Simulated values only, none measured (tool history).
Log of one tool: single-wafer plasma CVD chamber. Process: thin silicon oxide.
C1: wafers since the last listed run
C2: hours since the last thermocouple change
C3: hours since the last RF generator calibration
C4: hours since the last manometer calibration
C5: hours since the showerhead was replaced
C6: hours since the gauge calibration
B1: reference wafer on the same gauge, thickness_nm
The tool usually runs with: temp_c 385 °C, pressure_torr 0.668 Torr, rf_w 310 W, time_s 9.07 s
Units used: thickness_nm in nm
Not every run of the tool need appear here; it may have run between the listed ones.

run 1 hour=0 | temp_c=385 pressure_torr=0.668 rf_w=310 time_s=9.5 | C1=0 C2=1921.1 C3=617 C4=2341.3 C5=4278.2 C6=635.7 | B1=12.998 | thickness_nm=15.513
run 2 hour=32.5 | temp_c=385 pressure_torr=0.668 rf_w=310 time_s=9.07 | C1=870 C2=1953.6 C3=649.5 C4=2373.8 C5=4310.7 C6=668.2 | B1=12.977 | thickness_nm=14.967
run 3 hour=45.8 | temp_c=385 pressure_torr=0.668 rf_w=310 time_s=9.07 | C1=356 C2=1966.9 C3=662.8 C4=2387.1 C5=4324 C6=681.5 | B1=13.015 | thickness_nm=14.815
run 4 hour=79.5 | temp_c=385 pressure_torr=0.668 rf_w=310 time_s=9.07 | C1=902 C2=2000.6 C3=696.5 C4=2420.8 C5=4357.7 C6=715.2 | B1=13.011 | thickness_nm=14.914
run 5 hour=107.8 | temp_c=385 pressure_torr=0.668 rf_w=310 time_s=9.07 | C1=757 C2=2028.9 C3=724.8 C4=2449.1 C5=4386 C6=743.5 | B1=13.005 | thickness_nm=14.963
run 6 hour=130.8 | temp_c=385 pressure_torr=0.668 rf_w=310 time_s=9.07 | C1=615 C2=2051.9 C3=747.8 C4=2472.1 C5=4409 C6=766.5 | B1=13.002 | thickness_nm=14.756
run 7 hour=160.5 | temp_c=385 pressure_torr=0.668 rf_w=275 time_s=9.07 | C1=795 C2=2081.6 C3=777.5 C4=2501.8 C5=4438.7 C6=796.2 | B1=12.998 | thickness_nm=14.33
run 8 hour=183.9 | temp_c=385 pressure_torr=0.668 rf_w=310 time_s=9.07 | C1=626 C2=2105 C3=800.9 C4=2525.2 C5=4462.1 C6=819.6 | B1=12.997 | thickness_nm=14.793
run 9 hour=196.2 | temp_c=385 pressure_torr=0.668 rf_w=310 time_s=9.07 | C1=329 C2=2117.3 C3=813.2 C4=2537.5 C5=4474.4 C6=831.9 | B1=13.003 | thickness_nm=14.842
-- hour=205.1 gauge calibrated
run 10 hour=220.1 | temp_c=385 pressure_torr=0.668 rf_w=310 time_s=9.07 | C1=639 C2=2141.2 C3=837.1 C4=2561.4 C5=4498.3 C6=15 | B1=13.016 | thickness_nm=14.808
run 11 hour=244.5 | temp_c=385 pressure_torr=0.668 rf_w=310 time_s=9.07 | C1=653 C2=2165.6 C3=861.5 C4=2585.8 C5=4522.7 C6=39.4 | B1=13.002 | thickness_nm=14.886
run 12 hour=268.1 | temp_c=378 pressure_torr=0.668 rf_w=265 time_s=8.41 | C1=631 C2=2189.2 C3=885.1 C4=2609.4 C5=4546.3 C6=63 | B1=12.977 | thickness_nm=13.282
-- hour=294.8 RF generator calibrated
run 13 hour=295.3 | temp_c=385 pressure_torr=0.668 rf_w=310 time_s=9.07 | C1=514 C2=2216.4 C3=0.5 C4=2636.6 C5=4573.5 C6=90.2 | B1=12.99 | thickness_nm=15.27
run 14 hour=322.2 | temp_c=376 pressure_torr=0.668 rf_w=340 time_s=7.67 | C1=720 C2=2243.3 C3=27.4 C4=2663.5 C5=4600.4 C6=117.1 | B1=12.992 | thickness_nm=13.142
run 15 hour=356.9 | temp_c=375 pressure_torr=0.668 rf_w=360 time_s=9.07 | C1=929 C2=2278 C3=62.1 C4=2698.2 C5=4635.1 C6=151.8 | B1=13.003 | thickness_nm=15.841
run 16 hour=390.4 | temp_c=385 pressure_torr=0.668 rf_w=310 time_s=9.07 | C1=896 C2=2311.5 C3=95.6 C4=2731.7 C5=4668.6 C6=185.3 | B1=13.003 | thickness_nm=15.061
run 17 hour=402.5 | temp_c=385 pressure_torr=0.788 rf_w=250 time_s=10.56 | C1=323 C2=2323.6 C3=107.7 C4=2743.8 C5=4680.7 C6=197.4 | B1=12.999 | thickness_nm=19.385
-- hour=434.3 showerhead replaced
run 18 hour=434.8 | temp_c=385 pressure_torr=0.668 rf_w=255 time_s=9.07 | C1=650 C2=2355.9 C3=140 C4=2776.1 C5=0.5 C6=229.7 | B1=13.01 | thickness_nm=14.322
run 19 hour=469.1 | temp_c=385 pressure_torr=0.724 rf_w=285 time_s=9.07 | C1=918 C2=2390.2 C3=174.3 C4=2810.4 C5=34.8 C6=264 | B1=13.01 | thickness_nm=15.868
-- hour=484.7 capacitance manometer re-zeroed and calibrated
run 20 hour=503.3 | temp_c=385 pressure_torr=0.668 rf_w=310 time_s=9.07 | C1=701 C2=2424.4 C3=208.5 C4=18.6 C5=69 C6=298.2 | B1=13.003 | thickness_nm=15.012
-- hour=537.4 thermocouple changed; heater temperature recalibrated
run 21 hour=537.9 | temp_c=385 pressure_torr=0.668 rf_w=310 time_s=9.07 | C1=712 C2=0.5 C3=243.1 C4=53.2 C5=103.6 C6=332.8 | B1=12.986 | thickness_nm=15.001
run 22 hour=563.2 | temp_c=399 pressure_torr=0.668 rf_w=310 time_s=9.07 | C1=677 C2=25.8 C3=268.4 C4=78.5 C5=128.9 C6=358.1 | B1=12.988 | thickness_nm=14.887
run 23 hour=595.7 | temp_c=385 pressure_torr=0.607 rf_w=280 time_s=9.07 | C1=870 C2=58.3 C3=300.9 C4=111 C5=161.4 C6=390.6 | B1=12.996 | thickness_nm=13.132
run 24 hour=608 | temp_c=385 pressure_torr=0.668 rf_w=310 time_s=9.07 | C1=329 C2=70.6 C3=313.2 C4=123.3 C5=173.7 C6=402.9 | B1=12.999 | thickness_nm=15.051
run 25 hour=622.8 | temp_c=377 pressure_torr=0.668 rf_w=355 time_s=10.18 | C1=396 C2=85.4 C3=328 C4=138.1 C5=188.5 C6=417.7 | B1=12.998 | thickness_nm=17.496
run 26 hour=639.2 | temp_c=392 pressure_torr=0.668 rf_w=340 time_s=10.79 | C1=439 C2=101.8 C3=344.4 C4=154.5 C5=204.9 C6=434.1 | B1=13.015 | thickness_nm=18.129
run 27 hour=665.2 | temp_c=385 pressure_torr=0.668 rf_w=310 time_s=9.07 | C1=696 C2=127.8 C3=370.4 C4=180.5 C5=230.9 C6=460.1 | B1=13.006 | thickness_nm=14.997
run 28 hour=684.5 | temp_c=380 pressure_torr=0.749 rf_w=295 time_s=8.24 | C1=516 C2=147.1 C3=389.7 C4=199.8 C5=250.2 C6=479.4 | B1=12.992 | thickness_nm=14.953
run 29 hour=707.4 | temp_c=373 pressure_torr=0.783 rf_w=310 time_s=10.82 | C1=613 C2=170 C3=412.6 C4=222.7 C5=273.1 C6=502.3 | B1=13.004 | thickness_nm=21.058

4 options for the next run, each taken on its own from the tool as it stands now. Forecast them:
run A hour=707.8 | temp_c=385 pressure_torr=0.668 rf_w=310 time_s=9.97 | C1=10 C2=170.4 C3=413 C4=223.1 C5=273.5 C6=502.7 | B1=? | thickness_nm=?
run B hour=707.8 | temp_c=385 pressure_torr=0.668 rf_w=275 time_s=10.85 | C1=10 C2=170.4 C3=413 C4=223.1 C5=273.5 C6=502.7 | B1=? | thickness_nm=?
run C hour=707.8 | temp_c=385 pressure_torr=0.773 rf_w=310 time_s=9.07 | C1=10 C2=170.4 C3=413 C4=223.1 C5=273.5 C6=502.7 | B1=? | thickness_nm=?
run D hour=707.8 | temp_c=372 pressure_torr=0.835 rf_w=330 time_s=8.55 | C1=10 C2=170.4 C3=413 C4=223.1 C5=273.5 C6=502.7 | B1=? | thickness_nm=?

run=A B1=12.997 thickness_nm=16.242
run=B B1=12.997 thickness_nm=17.088
run=C B1=12.997 thickness_nm=17.009
run=D B1=12.997 thickness_nm=17.665
What these runs would have given with no unlogged condition in the tool:
run=A thickness_nm=16.586
run=B thickness_nm=17.464
run=C thickness_nm=17.37
run=D thickness_nm=18.027
